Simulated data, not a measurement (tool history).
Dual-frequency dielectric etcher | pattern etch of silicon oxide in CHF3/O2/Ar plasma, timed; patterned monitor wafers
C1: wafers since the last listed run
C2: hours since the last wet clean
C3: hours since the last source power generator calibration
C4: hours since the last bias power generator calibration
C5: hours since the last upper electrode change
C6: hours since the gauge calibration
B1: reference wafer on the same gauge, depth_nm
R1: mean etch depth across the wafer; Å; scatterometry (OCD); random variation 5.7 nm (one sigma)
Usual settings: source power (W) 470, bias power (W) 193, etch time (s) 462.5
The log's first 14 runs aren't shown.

Run 15, hour 760.2: usual settings; C1 264; C2 156.9; C3 525.2; C4 736.5; C5 410.9; C6 181.7; B1 706.1. Result: R1 8751 Å.
Run 16, hour 831.1: usual settings but etch time (s) 367; C1 314; C2 227.8; C3 596.1; C4 807.4; C5 481.8; C6 252.6; B1 706.9. Result: R1 7010 Å.
Run 17, hour 868: usual settings but etch time (s) 396; C1 163; C2 264.7; C3 633; C4 844.3; C5 518.7; C6 289.5; B1 710.7. Result: R1 7601 Å.
Run 18, hour 911.8: usual settings but source power (W) 350, bias power (W) 147, etch time (s) 557.5; C1 194; C2 308.5; C3 676.8; C4 888.1; C5 562.5; C6 333.3; B1 709.2. Result: R1 9605 Å.
Run 19, hour 967.2: usual settings but source power (W) 530, bias power (W) 219, etch time (s) 401.5; C1 245; C2 363.9; C3 732.2; C4 943.5; C5 617.9; C6 388.7; B1 709.3. Result: R1 8043 Å.
Run 20, hour 1009.7: usual settings; C1 188; C2 406.4; C3 774.7; C4 986; C5 660.4; C6 431.2; B1 707.7. Result: R1 9068 Å.
Run 21, hour 1047.8: usual settings but etch time (s) 391; C1 169; C2 444.5; C3 812.8; C4 1024.1; C5 698.5; C6 469.3; B1 706.3. Result: R1 7612 Å.
At hour 1114.4: wet clean of the chamber.
Run 22, hour 1216: usual settings but source power (W) 360, bias power (W) 208, etch time (s) 329; C1 640; C2 101.6; C3 981; C4 1192.3; C5 866.7; C6 637.5; B1 707.6. Result: R1 5775 Å.
Run 23, hour 1279.1: usual settings but source power (W) 400, bias power (W) 160, etch time (s) 382.5; C1 280; C2 164.7; C3 1044.1; C4 1255.4; C5 929.8; C6 700.6; B1 708.7. Result: R1 6850 Å.
Run 24, hour 1351.1: usual settings but source power (W) 560, etch time (s) 417; C1 319; C2 236.7; C3 1116.1; C4 1327.4; C5 1001.8; C6 772.6; B1 705.6. Result: R1 8257 Å.
Run 25, hour 1413.1: usual settings but source power (W) 360; C1 275; C2 298.7; C3 1178.1; C4 1389.4; C5 1063.8; C6 834.6; B1 708.1. Result: R1 8201 Å.
Run 26, hour 1482.3: usual settings but source power (W) 360, bias power (W) 220; C1 307; C2 367.9; C3 1247.3; C4 1458.6; C5 1133; C6 903.8; B1 708.1. Result: R1 8357 Å.
Run 27, hour 1538.9: usual settings but source power (W) 530, bias power (W) 221, etch time (s) 391.5; C1 251; C2 424.5; C3 1303.9; C4 1515.2; C5 1189.6; C6 960.4; B1 708.9. Result: R1 7937 Å.
Run 28, hour 1564.9: usual settings; C1 115; C2 450.5; C3 1329.9; C4 1541.2; C5 1215.6; C6 986.4; B1 706.9. Result: R1 9004 Å.
Run 29, hour 1605.2: usual settings but source power (W) 580, bias power (W) 212, etch time (s) 589; C1 178; C2 490.8; C3 1370.2; C4 1581.5; C5 1255.9; C6 1026.7; B1 708.1. Result: R1 12265 Å.
At hour 1679.7: wet clean of the chamber.
Run 30, hour 1680.2: usual settings but bias power (W) 178; C1 226; C2 0.5; C3 1445.2; C4 1656.5; C5 1330.9; C6 1101.7; B1 707.8. Result: R1 8469 Å.

Forecast each of these 3 alternatives for the next run:
Run A, hour 1680.7: usual settings; C1 2; C2 1; C3 1445.7; C4 1657; C5 1331.4; C6 1102.2; B1 ?. Result: R1 ?.
Run B, hour 1680.7: usual settings but bias power (W) 168, etch time (s) 547.5; C1 2; C2 1; C3 1445.7; C4 1657; C5 1331.4; C6 1102.2; B1 ?. Result: R1 ?.
Run C, hour 1680.7: usual settings but bias power (W) 239; C1 2; C2 1; C3 1445.7; C4 1657; C5 1331.4; C6 1102.2; B1 ?. Result: R1 ?.

run     B1     R1
  A  709.5   8671
  B  709.5  10118
  C  709.5   8891
Without the tool's hidden state the same runs would have given:
run     R1
  A   8617
  B  10056
  C   8836
